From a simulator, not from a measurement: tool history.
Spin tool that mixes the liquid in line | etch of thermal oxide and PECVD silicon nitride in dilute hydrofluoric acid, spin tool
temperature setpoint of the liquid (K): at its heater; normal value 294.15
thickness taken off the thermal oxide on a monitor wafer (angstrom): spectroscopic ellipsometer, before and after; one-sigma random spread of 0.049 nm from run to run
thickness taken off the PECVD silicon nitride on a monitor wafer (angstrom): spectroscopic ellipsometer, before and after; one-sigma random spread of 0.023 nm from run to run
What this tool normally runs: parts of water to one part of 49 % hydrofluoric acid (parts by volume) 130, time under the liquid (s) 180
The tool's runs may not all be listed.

| run | hour | temperature setpoint of the liquid (K) | parts of water to one part of 49 % hydrofluoric acid (parts by volume) | time under the liquid (s) | read-back film thickness of the thermal oxide reference wafer, read on the same gauge (nm) | read-back film thickness of the PECVD silicon nitride reference wafer, read on the same gauge (nm) | thickness taken off the thermal oxide on a monitor wafer (angstrom) | thickness taken off the PECVD silicon nitride on a monitor wafer (angstrom) |
|---|---|---|---|---|---|---|---|---|
| 1 | 0 | 294.15 | 160 | 260 | 130.02 | 80.027 | 56.7 | 24 |
|  | 14 | gauge calibrated |
| 2 | 28.1 | 296.65 | 110 | 180 | 130 | 79.96 | 67.2 | 27.99 |
| 3 | 66.5 | 298.65 | 105 | 180 | 129.99 | 80.008 | 74.8 | 33.2 |
| 4 | 130.4 | 297.65 | 130 | 180 | 129.99 | 79.994 | 57.5 | 25.61 |
| 5 | 182.3 | 294.15 | 130 | 180 | 130.01 | 80.011 | 50.4 | 19.87 |
|  | 210.9 | thermometer replaced |
| 6 | 253.2 | 298.65 | 105 | 180 | 129.99 | 79.998 | 81.3 | 37.27 |
| 7 | 313 | 292.15 | 160 | 220 | 130.01 | 80.02 | 47.2 | 19.09 |
| 8 | 346.1 | 295.65 | 70 | 180 | 129.98 | 80.031 | 111.9 | 44.84 |
|  | 371.6 | hydrofluoric acid flow meter replaced |
| 9 | 398.2 | 290.15 | 70 | 180 | 129.99 | 79.999 | 88.8 | 30.45 |
| 10 | 453.5 | 294.15 | 175 | 215 | 130 | 80.018 | 44.4 | 19.9 |
| 11 | 517.2 | 291.15 | 130 | 285 | 129.98 | 79.998 | 72.8 | 28.09 |
| 12 | 576.9 | 294.15 | 130 | 180 | 130.01 | 80.033 | 51.9 | 21.69 |
| 13 | 628.6 | 290.15 | 130 | 180 | 130 | 80.01 | 44.4 | 16.55 |
| 14 | 697.7 | 294.15 | 165 | 180 | 129.98 | 79.991 | 39.3 | 16.9 |
| 15 | 754.1 | 292.65 | 115 | 250 | 129.98 | 79.984 | 77.3 | 29.89 |
| 16 | 807.8 | 298.65 | 130 | 280 | 130 | 79.96 | 94.1 | 44.29 |
| 17 | 876.7 | 297.65 | 130 | 150 | 130.01 | 79.986 | 49.5 | 22.19 |
| 18 | 905.8 | 294.15 | 130 | 290 | 130 | 80.011 | 83.6 | 33.98 |
| 19 | 975.5 | 294.15 | 130 | 180 | 130.01 | 80.012 | 50.6 | 20.63 |
| 20 | 1009.7 | 294.15 | 130 | 150 | 130 | 80.012 | 42.5 | 17.44 |

Predict the results of run 21:
| 21 | 1078.9 | 294.15 | 130 | 180 | ? | ? | ? | ? |

For run 21 the tool returned read-back film thickness of the thermal oxide reference wafer, read on the same gauge (nm) 130.01, read-back film thickness of the PECVD silicon nitride reference wafer, read on the same gauge (nm) 79.975, thickness taken off the thermal oxide on a monitor wafer (angstrom) 49.6, thickness taken off the PECVD silicon nitride on a monitor wafer (angstrom) 20.6.
Without the tool's hidden state the same run would have given thickness taken off the thermal oxide on a monitor wafer (angstrom) 52.6, thickness taken off the PECVD silicon nitride on a monitor wafer (angstrom) 22.68.

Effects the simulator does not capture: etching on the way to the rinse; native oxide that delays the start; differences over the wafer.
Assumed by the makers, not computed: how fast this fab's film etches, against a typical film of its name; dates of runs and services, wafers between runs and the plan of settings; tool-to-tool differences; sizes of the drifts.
